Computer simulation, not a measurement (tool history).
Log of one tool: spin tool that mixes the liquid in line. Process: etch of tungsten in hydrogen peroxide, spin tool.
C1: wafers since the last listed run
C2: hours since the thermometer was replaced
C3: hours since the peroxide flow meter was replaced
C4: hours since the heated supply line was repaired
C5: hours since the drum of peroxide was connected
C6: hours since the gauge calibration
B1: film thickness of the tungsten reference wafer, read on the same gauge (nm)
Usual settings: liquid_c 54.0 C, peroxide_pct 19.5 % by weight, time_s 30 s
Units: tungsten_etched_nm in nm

{"run": 1, "hour": 0.0, "liquid_c": 54.0, "peroxide_pct": 19.5, "time_s": 45, "C1": 0, "C2": 2258.1, "C3": 1403.8, "C4": 2579.8, "C5": 130.0, "C6": 303.6, "B1": 99.98, "tungsten_etched_nm": 43.98}
{"run": 2, "hour": 7.9, "liquid_c": 54.0, "peroxide_pct": 19.5, "time_s": 45, "C1": 127, "C2": 2266.0, "C3": 1411.7, "C4": 2587.7, "C5": 137.9, "C6": 311.5, "B1": 100.0, "tungsten_etched_nm": 43.43}
{"run": 3, "hour": 20.4, "liquid_c": 54.0, "peroxide_pct": 19.5, "time_s": 45, "C1": 201, "C2": 2278.5, "C3": 1424.2, "C4": 2600.2, "C5": 150.4, "C6": 324.0, "B1": 100.02, "tungsten_etched_nm": 43.98}
{"run": 4, "hour": 37.1, "liquid_c": 54.0, "peroxide_pct": 19.5, "time_s": 30, "C1": 269, "C2": 2295.2, "C3": 1440.9, "C4": 2616.9, "C5": 167.1, "C6": 340.7, "B1": 100.0, "tungsten_etched_nm": 29.32}
{"run": 5, "hour": 49.5, "liquid_c": 54.0, "peroxide_pct": 19.5, "time_s": 30, "C1": 200, "C2": 2307.6, "C3": 1453.3, "C4": 2629.3, "C5": 179.5, "C6": 353.1, "B1": 99.97, "tungsten_etched_nm": 29.31}
{"hour": 72.1, "done": "thermometer replaced"}
{"run": 6, "hour": 102.7, "liquid_c": 54.0, "peroxide_pct": 19.5, "time_s": 30, "C1": 843, "C2": 30.6, "C3": 1506.5, "C4": 2682.5, "C5": 232.7, "C6": 406.3, "B1": 100.02, "tungsten_etched_nm": 28.9}
{"run": 7, "hour": 118.9, "liquid_c": 54.0, "peroxide_pct": 19.5, "time_s": 30, "C1": 261, "C2": 46.8, "C3": 1522.7, "C4": 2698.7, "C5": 248.9, "C6": 422.5, "B1": 99.98, "tungsten_etched_nm": 29.0}
{"run": 8, "hour": 132.9, "liquid_c": 54.0, "peroxide_pct": 19.5, "time_s": 30, "C1": 226, "C2": 60.8, "C3": 1536.7, "C4": 2712.7, "C5": 262.9, "C6": 436.5, "B1": 100.03, "tungsten_etched_nm": 28.61}
{"run": 9, "hour": 150.8, "liquid_c": 54.0, "peroxide_pct": 19.5, "time_s": 30, "C1": 289, "C2": 78.7, "C3": 1554.6, "C4": 2730.6, "C5": 280.8, "C6": 454.4, "B1": 100.01, "tungsten_etched_nm": 28.87}
{"run": 10, "hour": 158.0, "liquid_c": 54.0, "peroxide_pct": 25.0, "time_s": 50, "C1": 116, "C2": 85.9, "C3": 1561.8, "C4": 2737.8, "C5": 288.0, "C6": 461.6, "B1": 100.05, "tungsten_etched_nm": 53.46}
{"hour": 159.8, "done": "gauge calibrated"}
{"run": 11, "hour": 164.3, "liquid_c": 54.0, "peroxide_pct": 19.5, "time_s": 30, "C1": 101, "C2": 92.2, "C3": 1568.1, "C4": 2744.1, "C5": 294.3, "C6": 4.5, "B1": 100.03, "tungsten_etched_nm": 28.97}
{"run": 12, "hour": 174.9, "liquid_c": 47.5, "peroxide_pct": 19.5, "time_s": 30, "C1": 171, "C2": 102.8, "C3": 1578.7, "C4": 2754.7, "C5": 304.9, "C6": 15.1, "B1": 100.02, "tungsten_etched_nm": 19.34}
{"run": 13, "hour": 190.7, "liquid_c": 63.5, "peroxide_pct": 13.5, "time_s": 30, "C1": 255, "C2": 118.6, "C3": 1594.5, "C4": 2770.5, "C5": 320.7, "C6": 30.9, "B1": 100.05, "tungsten_etched_nm": 41.94}
{"run": 14, "hour": 226.8, "liquid_c": 54.0, "peroxide_pct": 19.5, "time_s": 30, "C1": 583, "C2": 154.7, "C3": 1630.6, "C4": 2806.6, "C5": 356.8, "C6": 67.0, "B1": 100.0, "tungsten_etched_nm": 28.84}
{"hour": 227.8, "done": "new drum of peroxide connected"}
{"hour": 231.8, "done": "peroxide flow meter replaced"}
{"run": 15, "hour": 233.4, "liquid_c": 59.5, "peroxide_pct": 25.0, "time_s": 20, "C1": 74, "C2": 161.3, "C3": 1.6, "C4": 2813.2, "C5": 5.6, "C6": 73.6, "B1": 99.99, "tungsten_etched_nm": 30.93}
{"run": 16, "hour": 241.9, "liquid_c": 54.0, "peroxide_pct": 19.5, "time_s": 30, "C1": 137, "C2": 169.8, "C3": 10.1, "C4": 2821.7, "C5": 14.1, "C6": 82.1, "B1": 99.99, "tungsten_etched_nm": 29.87}
{"run": 17, "hour": 248.9, "liquid_c": 54.0, "peroxide_pct": 19.5, "time_s": 30, "C1": 113, "C2": 176.8, "C3": 17.1, "C4": 2828.7, "C5": 21.1, "C6": 89.1, "B1": 100.05, "tungsten_etched_nm": 29.9}
{"run": 18, "hour": 261.1, "liquid_c": 54.0, "peroxide_pct": 19.5, "time_s": 30, "C1": 197, "C2": 189.0, "C3": 29.3, "C4": 2840.9, "C5": 33.3, "C6": 101.3, "B1": 99.98, "tungsten_etched_nm": 29.62}
{"run": 19, "hour": 275.0, "liquid_c": 61.5, "peroxide_pct": 15.0, "time_s": 15, "C1": 224, "C2": 202.9, "C3": 43.2, "C4": 2854.8, "C5": 47.2, "C6": 115.2, "B1": 99.98, "tungsten_etched_nm": 20.06}
{"hour": 296.3, "done": "heated supply line repaired"}
{"run": 20, "hour": 328.3, "liquid_c": 45.5, "peroxide_pct": 14.0, "time_s": 30, "C1": 844, "C2": 256.2, "C3": 96.5, "C4": 32.0, "C5": 100.5, "C6": 168.5, "B1": 99.95, "tungsten_etched_nm": 14.91}
{"run": 21, "hour": 342.5, "liquid_c": 62.5, "peroxide_pct": 14.5, "time_s": 35, "C1": 229, "C2": 270.4, "C3": 110.7, "C4": 46.2, "C5": 114.7, "C6": 182.7, "B1": 99.99, "tungsten_etched_nm": 48.46}
{"run": 22, "hour": 359.4, "liquid_c": 54.0, "peroxide_pct": 16.0, "time_s": 35, "C1": 272, "C2": 287.3, "C3": 127.6, "C4": 63.1, "C5": 131.6, "C6": 199.6, "B1": 100.0, "tungsten_etched_nm": 30.67}
{"run": 23, "hour": 365.9, "liquid_c": 62.0, "peroxide_pct": 19.5, "time_s": 35, "C1": 104, "C2": 293.8, "C3": 134.1, "C4": 69.6, "C5": 138.1, "C6": 206.1, "B1": 100.0, "tungsten_etched_nm": 54.01}
{"run": 24, "hour": 372.6, "liquid_c": 60.5, "peroxide_pct": 19.5, "time_s": 30, "C1": 108, "C2": 300.5, "C3": 140.8, "C4": 76.3, "C5": 144.8, "C6": 212.8, "B1": 100.02, "tungsten_etched_nm": 42.6}
{"run": 25, "hour": 380.2, "liquid_c": 54.0, "peroxide_pct": 19.5, "time_s": 30, "C1": 122, "C2": 308.1, "C3": 148.4, "C4": 83.9, "C5": 152.4, "C6": 220.4, "B1": 100.06, "tungsten_etched_nm": 29.0}
{"run": 26, "hour": 396.0, "liquid_c": 54.0, "peroxide_pct": 19.5, "time_s": 30, "C1": 255, "C2": 323.9, "C3": 164.2, "C4": 99.7, "C5": 168.2, "C6": 236.2, "B1": 100.03, "tungsten_etched_nm": 29.21}
{"run": 27, "hour": 406.9, "liquid_c": 59.5, "peroxide_pct": 24.5, "time_s": 35, "C1": 176, "C2": 334.8, "C3": 175.1, "C4": 110.6, "C5": 179.1, "C6": 247.1, "B1": 99.98, "tungsten_etched_nm": 52.38}

3 ways to go on from here, each from the tool as it stands after run 27. What would each give?
{"run": "A", "hour": 407.3, "liquid_c": 54.0, "peroxide_pct": 19.5, "time_s": 20, "C1": 6, "C2": 335.2, "C3": 175.5, "C4": 111.0, "C5": 179.5, "C6": 247.5, "B1": "?", "tungsten_etched_nm": "?"}
{"run": "B", "hour": 407.3, "liquid_c": 47.5, "peroxide_pct": 25.0, "time_s": 30, "C1": 6, "C2": 335.2, "C3": 175.5, "C4": 111.0, "C5": 179.5, "C6": 247.5, "B1": "?", "tungsten_etched_nm": "?"}
{"run": "C", "hour": 407.3, "liquid_c": 54.0, "peroxide_pct": 19.5, "time_s": 15, "C1": 6, "C2": 335.2, "C3": 175.5, "C4": 111.0, "C5": 179.5, "C6": 247.5, "B1": "?", "tungsten_etched_nm": "?"}

run=A B1=100.00 tungsten_etched_nm=19.35
run=B B1=100.00 tungsten_etched_nm=22.13
run=C B1=100.00 tungsten_etched_nm=14.52
Without the tool's hidden state the same runs would have given:
run=A tungsten_etched_nm=19.82
run=B tungsten_etched_nm=22.67
run=C tungsten_etched_nm=14.87

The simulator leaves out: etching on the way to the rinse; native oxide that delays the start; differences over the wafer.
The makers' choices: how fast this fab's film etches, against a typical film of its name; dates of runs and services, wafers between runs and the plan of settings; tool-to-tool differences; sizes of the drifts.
